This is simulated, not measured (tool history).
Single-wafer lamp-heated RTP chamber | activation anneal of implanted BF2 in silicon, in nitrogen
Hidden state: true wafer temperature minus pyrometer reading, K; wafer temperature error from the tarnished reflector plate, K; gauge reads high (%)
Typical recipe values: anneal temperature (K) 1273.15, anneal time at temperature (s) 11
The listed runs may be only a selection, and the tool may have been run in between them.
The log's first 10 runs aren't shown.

run,hour,anneal temperature (K),anneal time at temperature (s),wafers since the last listed run,wafers since the last pyrometer calibration,wafers since the reflector plate was cleaned,hours since the gauge calibration,"read-back reference wafer on the same gauge, sheet resistance",sheet resistance of the implanted and annealed layer (ohm/square)
# hour 225.8: reflector plate cleaned
11,229.5,1273.15,14,308,1722,75,945.6,330.94,406.46
12,249.1,1273.15,14,400,2122,476,965.2,330.88,409.02
13,266.9,1273.15,11,364,2487,840,983,331.11,410.69
14,291.2,1273.15,11,497,2984,1337,1007.3,330.46,410.88
15,307.4,1273.15,11,331,3315,1669,1023.5,330.36,412.38
# hour 319: pyrometer window cleaned and pyrometer calibrated
16,329,1273.15,16,278,203,1947,1045.1,330.49,408.18
# hour 339.8: gauge calibrated
17,347.1,1255.15,16,370,574,2317,7.3,343.72,432.37
18,382.3,1248.15,11,720,1294,3037,42.5,341.32,429.52
19,406.3,1273.15,11,490,1785,3528,66.5,341.07,422.71
20,418.8,1273.15,11,255,2040,3784,79,340.69,422.74
# hour 442: reflector plate cleaned
# hour 500: pyrometer window cleaned and pyrometer calibrated
21,500.5,1264.15,5,1344,10,1032,160.7,338.17,420.46
22,510.5,1289.15,11,204,215,1236,170.7,337.98,419.22
23,562.7,1260.15,5,1067,1283,2304,222.9,336.47,422.92
24,581.7,1273.15,11,388,1671,2693,241.9,336.36,413.22
25,594.9,1259.15,11,270,1942,2963,255.1,335.83,419.95
26,620.5,1252.15,15,523,2465,3487,280.7,335.05,417.72
27,643.8,1298.15,17,476,2942,3963,304,335.32,415.68
# hour 663.2: pyrometer window cleaned and pyrometer calibrated
28,690.3,1282.15,6,787,553,4751,350.5,333.78,414.69
# hour 713.2: reflector plate cleaned
29,713.7,1302.15,6,315,868,10,373.9,334.27,415.66
30,728.5,1259.15,6,302,1171,312,388.7,333.68,413.29
31,762.3,1273.15,11,691,1862,1004,422.5,332.95,413.16
32,777,1264.15,16,300,2163,1305,437.2,332.59,415.6
33,808.8,1273.15,15,650,2814,1955,469,331.6,407.85
# hour 837.9: pyrometer window cleaned and pyrometer calibrated
34,838.4,1260.15,16,441,9,2397,498.6,332.1,413.04
35,862.1,1262.15,7,484,494,2882,522.3,331.55,413.55

Here are 5 independent what-if runs from the current tool condition. What would each one return?
A,862.5,1273.15,11,8,502,2890,522.7,?,?
B,862.5,1273.15,17,8,502,2890,522.7,?,?
C,862.5,1245.15,17,8,502,2890,522.7,?,?
D,862.5,1254.15,7,8,502,2890,522.7,?,?
E,862.5,1286.15,7,8,502,2890,522.7,?,?

run,"read-back reference wafer on the same gauge, sheet resistance",sheet resistance of the implanted and annealed layer (ohm/square)
A,331.86,412.53
B,331.86,411.43
C,331.86,419.72
D,331.86,416.74
E,331.86,413.77
Without the tool's unlogged condition, the same runs would have read:
run,sheet resistance of the implanted and annealed layer (ohm/square)
A,430.25
B,429.11
C,437.75
D,434.64
E,431.54
